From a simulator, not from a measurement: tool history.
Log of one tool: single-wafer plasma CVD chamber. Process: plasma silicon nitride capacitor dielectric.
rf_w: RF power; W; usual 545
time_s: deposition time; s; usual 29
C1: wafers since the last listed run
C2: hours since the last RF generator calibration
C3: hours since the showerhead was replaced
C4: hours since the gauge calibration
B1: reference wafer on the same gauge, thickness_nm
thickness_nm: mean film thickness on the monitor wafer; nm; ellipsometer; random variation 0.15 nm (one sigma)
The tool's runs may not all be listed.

Run 1, hour 0: usual settings; C1 0; C2 764; C3 5922.7; C4 1009.5; B1 41.686. Result: thickness_nm 42.974 nm.
Run 2, hour 46.1: usual settings; C1 706; C2 810.1; C3 5968.8; C4 1055.6; B1 41.715. Result: thickness_nm 43.373 nm.
At hour 55: RF generator calibrated.
Run 3, hour 134: usual settings but time_s 30.8 s; C1 1224; C2 79; C3 6056.7; C4 1143.5; B1 41.7. Result: thickness_nm 46.244 nm.
At hour 229.1: gauge calibrated.
Run 4, hour 247.6: usual settings; C1 1740; C2 192.6; C3 6170.3; C4 18.5; B1 41.683. Result: thickness_nm 43.535 nm.
Run 5, hour 350.2: usual settings; C1 1572; C2 295.2; C3 6272.9; C4 121.1; B1 41.689. Result: thickness_nm 43.15 nm.
Run 6, hour 437.8: usual settings; C1 1342; C2 382.8; C3 6360.5; C4 208.7; B1 41.718. Result: thickness_nm 43.61 nm.
Run 7, hour 499.4: usual settings; C1 943; C2 444.4; C3 6422.1; C4 270.3; B1 41.725. Result: thickness_nm 43.337 nm.
Run 8, hour 561.5: usual settings; C1 951; C2 506.5; C3 6484.2; C4 332.4; B1 41.661. Result: thickness_nm 43.081 nm.
Run 9, hour 633.5: usual settings; C1 1103; C2 578.5; C3 6556.2; C4 404.4; B1 41.702. Result: thickness_nm 43.05 nm.
Run 10, hour 696.8: usual settings but rf_w 515 W; C1 969; C2 641.8; C3 6619.5; C4 467.7; B1 41.687. Result: thickness_nm 42.339 nm.
Run 11, hour 786.5: usual settings but rf_w 515 W; C1 1374; C2 731.5; C3 6709.2; C4 557.4; B1 41.705. Result: thickness_nm 42.292 nm.
Run 12, hour 838.9: usual settings but rf_w 515 W; C1 802; C2 783.9; C3 6761.6; C4 609.8; B1 41.705. Result: thickness_nm 42.529 nm.
At hour 851: RF generator calibrated.
Run 13, hour 924: usual settings but rf_w 510 W, time_s 26.3 s; C1 1181; C2 73; C3 6846.7; C4 694.9; B1 41.703. Result: thickness_nm 38.926 nm.
Run 14, hour 1024.3: usual settings but time_s 26.4 s; C1 1536; C2 173.3; C3 6947; C4 795.2; B1 41.714. Result: thickness_nm 39.752 nm.
Run 15, hour 1121.7: usual settings; C1 1492; C2 270.7; C3 7044.4; C4 892.6; B1 41.711. Result: thickness_nm 43.638 nm.
Run 16, hour 1221.5: usual settings; C1 1529; C2 370.5; C3 7144.2; C4 992.4; B1 41.71. Result: thickness_nm 43.586 nm.
Run 17, hour 1312: usual settings but rf_w 585 W; C1 1386; C2 461; C3 7234.7; C4 1082.9; B1 41.712. Result: thickness_nm 43.78 nm.
Run 18, hour 1386.2: usual settings but rf_w 645 W, time_s 27.2 s; C1 1136; C2 535.2; C3 7308.9; C4 1157.1; B1 41.718. Result: thickness_nm 42.064 nm.
At hour 1422.9: gauge calibrated.
Run 19, hour 1424.9: usual settings but rf_w 495 W, time_s 23.3 s; C1 592; C2 573.9; C3 7347.6; C4 2; B1 41.672. Result: thickness_nm 33.986 nm.
Run 20, hour 1462.3: usual settings; C1 573; C2 611.3; C3 7385; C4 39.4; B1 41.692. Result: thickness_nm 43.102 nm.
At hour 1473.4: showerhead replaced.
Run 21, hour 1504.1: usual settings; C1 517; C2 653.1; C3 30.7; C4 81.2; B1 41.701. Result: thickness_nm 43.084 nm.
Run 22, hour 1558.4: usual settings but time_s 27 s; C1 832; C2 707.4; C3 85; C4 135.5; B1 41.712. Result: thickness_nm 40.105 nm.
Run 23, hour 1643: usual settings but time_s 33.2 s; C1 1296; C2 792; C3 169.6; C4 220.1; B1 41.716. Result: thickness_nm 49.384 nm.
At hour 1800.8: RF generator calibrated.
Run 24, hour 1937.8: usual settings but rf_w 515 W; C1 4394; C2 137; C3 464.4; C4 514.9; B1 41.703. Result: thickness_nm 43.203 nm.
Run 25, hour 2002: usual settings but rf_w 515 W, time_s 30.6 s; C1 983; C2 201.2; C3 528.6; C4 579.1; B1 41.676. Result: thickness_nm 45.523 nm.
Run 26, hour 2310: usual settings but time_s 32.6 s; C1 4719; C2 509.2; C3 836.6; C4 887.1; B1 41.704. Result: thickness_nm 48.396 nm.
Run 27, hour 2370.7: usual settings but rf_w 440 W, time_s 32.8 s; C1 930; C2 569.9; C3 897.3; C4 947.8; B1 41.698. Result: thickness_nm 46.822 nm.
Run 28, hour 2428.8: usual settings but time_s 33.3 s; C1 890; C2 628; C3 955.4; C4 1005.9; B1 41.696. Result: thickness_nm 49.675 nm.

Some steps in thickness_nm between neighbouring runs. How much of each would the tool show without its hidden state too (settings, what came in, random variation), and how much is left for the hidden state, with any gauge scatter that isn't in both results?
The hidden state here: delivered RF power above the setpoint (%); gauge reads high (%).
Run 12 -> 13: rf_w 515 -> 510, time_s 29 -> 26.3, RF generator calibrated. thickness_nm -3.603 nm: hidden state +0.815, all else -4.418.
Run 19 -> 20: rf_w 495 -> 545, time_s 23.3 -> 29. thickness_nm +9.116 nm: hidden state -0.153, all else +9.269.
Run 22 -> 23: time_s 27 -> 33.2. thickness_nm +9.279 nm: hidden state -0.24, all else +9.519.
Run 23 -> 24: rf_w 545 -> 515, time_s 33.2 -> 29, RF generator calibrated. thickness_nm -6.181 nm: hidden state +0.726, all else -6.907.

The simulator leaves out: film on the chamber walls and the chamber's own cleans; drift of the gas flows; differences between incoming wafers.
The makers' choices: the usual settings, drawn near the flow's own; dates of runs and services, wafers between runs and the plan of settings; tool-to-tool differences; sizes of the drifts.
